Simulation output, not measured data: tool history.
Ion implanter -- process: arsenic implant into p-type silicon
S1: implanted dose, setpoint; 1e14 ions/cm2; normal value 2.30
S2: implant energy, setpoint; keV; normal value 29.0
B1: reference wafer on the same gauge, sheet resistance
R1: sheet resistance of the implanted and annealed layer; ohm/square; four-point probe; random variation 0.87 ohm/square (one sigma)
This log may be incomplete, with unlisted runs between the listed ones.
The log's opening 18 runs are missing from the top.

At hour 1067.3: Faraday cup replaced and dose calibrated.
Run 19, hour 1067.8: usual settings but S1 2.73 1e14 ions/cm2, S2 37.5 keV; B1 314.89. Result: R1 304.03 ohm/square.
Run 20, hour 1120.9: usual settings but S1 2.91 1e14 ions/cm2, S2 35.5 keV; B1 315.05. Result: R1 292.34 ohm/square.
Run 21, hour 1187.5: usual settings but S1 2.01 1e14 ions/cm2, S2 35.0 keV; B1 314.73. Result: R1 386.30 ohm/square.
Run 22, hour 1213.7: usual settings but S1 2.58 1e14 ions/cm2, S2 22.5 keV; B1 315.32. Result: R1 341.77 ohm/square.
At hour 1231.2: extraction supply calibrated.
Run 23, hour 1263.6: usual settings but S1 1.66 1e14 ions/cm2, S2 22.0 keV; B1 315.02. Result: R1 475.48 ohm/square.
Run 24, hour 1287.9: usual settings but S1 1.70 1e14 ions/cm2, S2 21.0 keV; B1 315.12. Result: R1 470.45 ohm/square.
Run 25, hour 1353.2: usual settings but S2 21.0 keV; B1 314.81. Result: R1 376.50 ohm/square.
Run 26, hour 1403.9: usual settings but S1 1.78 1e14 ions/cm2, S2 33.5 keV; B1 315.04. Result: R1 424.71 ohm/square.
Run 27, hour 1432.7: usual settings; B1 315.03. Result: R1 358.44 ohm/square.
Run 28, hour 1480.8: usual settings but S1 2.60 1e14 ions/cm2, S2 38.5 keV; B1 314.93. Result: R1 315.52 ohm/square.
Run 29, hour 1532.6: usual settings but S1 2.77 1e14 ions/cm2, S2 37.5 keV; B1 314.81. Result: R1 301.12 ohm/square.
Run 30, hour 1582.2: usual settings but S2 36.0 keV; B1 315.15. Result: R1 347.94 ohm/square.
Run 31, hour 1715.1: usual settings but S1 2.06 1e14 ions/cm2, S2 38.0 keV; B1 314.84. Result: R1 374.70 ohm/square.
Run 32, hour 1745.5: usual settings but S2 23.5 keV; B1 315.09. Result: R1 371.21 ohm/square.
Run 33, hour 1777.7: usual settings; B1 314.94. Result: R1 358.61 ohm/square.
Run 34, hour 1821.7: usual settings; B1 315.12. Result: R1 359.48 ohm/square.
Run 35, hour 1855.8: usual settings but S2 39.0 keV; B1 314.89. Result: R1 345.17 ohm/square.
Run 36, hour 1919.2: usual settings but S1 2.56 1e14 ions/cm2, S2 23.5 keV; B1 315.08. Result: R1 343.80 ohm/square.

Each row is a separate what-if for the run after 36, all from the same tool condition, not one after another. Results?
Run A, hour 1919.6: usual settings but S1 2.87 1e14 ions/cm2; B1 ?. Result: R1 ?.
Run B, hour 1919.6: usual settings but S1 2.82 1e14 ions/cm2, S2 36.5 keV; B1 ?. Result: R1 ?.
Run C, hour 1919.6: usual settings but S2 36.5 keV; B1 ?. Result: R1 ?.
Run D, hour 1919.6: usual settings but S1 2.90 1e14 ions/cm2; B1 ?. Result: R1 ?.
Run E, hour 1919.6: usual settings but S2 26.0 keV; B1 ?. Result: R1 ?.

run      B1      R1
  A  314.98  304.48
  B  314.98  298.77
  C  314.98  347.68
  D  314.98  302.10
  E  314.98  365.10
The same runs, with their run-to-run variation unchanged, on a tool lacking any hidden condition would have given:
run      R1
  A  303.53
  B  297.85
  C  346.62
  D  301.15
  E  363.97
